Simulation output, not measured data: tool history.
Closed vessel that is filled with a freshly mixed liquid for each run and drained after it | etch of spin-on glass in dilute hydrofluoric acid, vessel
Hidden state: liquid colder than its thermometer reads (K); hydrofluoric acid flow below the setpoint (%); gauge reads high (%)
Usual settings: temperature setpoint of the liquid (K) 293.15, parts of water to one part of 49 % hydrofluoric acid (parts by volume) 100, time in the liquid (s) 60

run    hour  temperature setpoint of the liquid (K)  parts of water to one part of 49 % hydrofluoric acid (parts by volume)  time in the liquid (s)  wafers since the last listed run  hours since the thermometer was replaced  hours since the hydrofluoric acid flow meter was replaced  hours since the gauge calibration  read-back film thickness of the spin-on glass reference wafer, read on the same gauge (nm)  thickness taken off the spin-on glass on a monitor wafer (nm)
  1       0                                  293.15                                                                     100                      60                                 0                                    1680.6                                                      183.9                              469.4                                                                                       49.33                                                          19.99
  2    83.3                                  293.15                                                                     100                      60                              5426                                    1763.9                                                      267.2                              552.7                                                                                       49.26                                                          20.24
  3   351.4                                  291.65                                                                     100                      45                             17464                                      2032                                                      535.3                              820.8                                                                                       49.08                                                          14.14
  4   448.1                                  291.65                                                                     100                      45                              6299                                    2128.7                                                        632                              917.5                                                                                       49.03                                                          14.05
  5   495.5                                  293.15                                                                     100                      60                              3087                                    2176.1                                                      679.4                              964.9                                                                                       48.98                                                          20.18
  6   600.5                                  293.15                                                                     100                      60                              6839                                    2281.1                                                      784.4                             1069.9                                                                                       48.93                                                             20
  7   668.7                                  293.15                                                                     100                      60                              4442                                    2349.3                                                      852.6                             1138.1                                                                                       48.87                                                          19.87
  8   753.6                                  293.15                                                                     100                      60                              5530                                    2434.2                                                      937.5                               1223                                                                                       48.81                                                          19.94
  9   806.9                                  293.15                                                                     100                      60                              3472                                    2487.5                                                      990.8                             1276.3                                                                                       48.78                                                          19.95
      836.1  -- hydrofluoric acid flow meter replaced
 10   881.2                                  293.15                                                                     100                      60                              4774                                    2561.8                                                       45.1                             1350.6                                                                                       48.73                                                          20.05
 11  1069.2                                  293.15                                                                     100                      60                             12246                                    2749.8                                                      233.1                             1538.6                                                                                       48.61                                                          19.72
     1115.6  -- thermometer replaced
 12  1117.6                                  293.15                                                                     100                      60                              3087                                         2                                                      281.5                               1587                                                                                       48.59                                                          19.75
 13  1224.6                                  293.15                                                                     100                      40                              6970                                       109                                                      388.5                               1694                                                                                       48.51                                                          13.25
 14  1297.3                                  293.15                                                                     100                      40                              4735                                     181.7                                                      461.2                             1766.7                                                                                       48.45                                                          13.14
 15  1371.1                                  293.15                                                                     100                      60                              4807                                     255.5                                                        535                             1840.5                                                                                       48.41                                                          19.76
 16  1462.2                                  290.65                                                                      70                      60                              5934                                     346.6                                                      626.1                             1931.6                                                                                       48.36                                                          26.19
 17  1518.9                                  293.15                                                                      50                      60                              3693                                     403.3                                                      682.8                             1988.3                                                                                       48.31                                                          41.64
 18  1644.9                                  293.15                                                                     100                      60                              8207                                     529.3                                                      808.8                             2114.3                                                                                       48.23                                                           19.9
 19  1709.4                                  293.15                                                                      85                      70                              4201                                     593.8                                                      873.3                             2178.8                                                                                       48.19                                                          27.77
       1770  -- hydrofluoric acid flow meter replaced
 20    1784                                  293.15                                                                      60                      40                              4794                                     668.4                                                         14                             2253.4                                                                                       48.12                                                          22.96
 21  1840.9                                  293.15                                                                     140                      60                              3706                                     725.3                                                       70.9                             2310.3                                                                                        48.1                                                          13.58
 22  1878.4                                  290.15                                                                     100                      60                              2442                                     762.8                                                      108.4                             2347.8                                                                                       48.08                                                          17.23
 23  1951.5                                  294.65                                                                     100                      60                              4761                                     835.9                                                      181.5                             2420.9                                                                                       48.03                                                          20.91
     1996.7  -- gauge calibrated
 24  2033.9                                  293.15                                                                     100                      60                              5367                                     918.3                                                      263.9                               37.2                                                                                       49.89                                                          20.15
 25  2116.1                                  293.15                                                                     100                      80                              5354                                    1000.5                                                      346.1                              119.4                                                                                       49.83                                                          27.09
 26  2174.9                                  290.15                                                                     100                      75                              3830                                    1059.3                                                      404.9                              178.2                                                                                        49.8                                                          22.54
 27  2223.5                                  293.15                                                                     100                      60                              3165                                    1107.9                                                      453.5                              226.8                                                                                       49.77                                                          20.42
 28  2268.8                                  293.15                                                                      85                      35                              2950                                    1153.2                                                      498.8                              272.1                                                                                       49.74                                                          14.33
 29  2364.3                                  293.15                                                                     145                      80                              6220                                    1248.7                                                      594.3                              367.6                                                                                       49.68                                                          17.81

Run 30 comes next. What will it give?
 30  2468.4                                  293.15                                                                     100                      75                              6781                                    1352.8                                                      698.4                              471.7                                                                                           ?                                                              ?

read-back film thickness of the spin-on glass reference wafer, read on the same gauge (nm): 49.61
thickness taken off the spin-on glass on a monitor wafer (nm): 25.34
Without the tool's hidden state the same run would have given thickness taken off the spin-on glass on a monitor wafer (nm) 25.54.
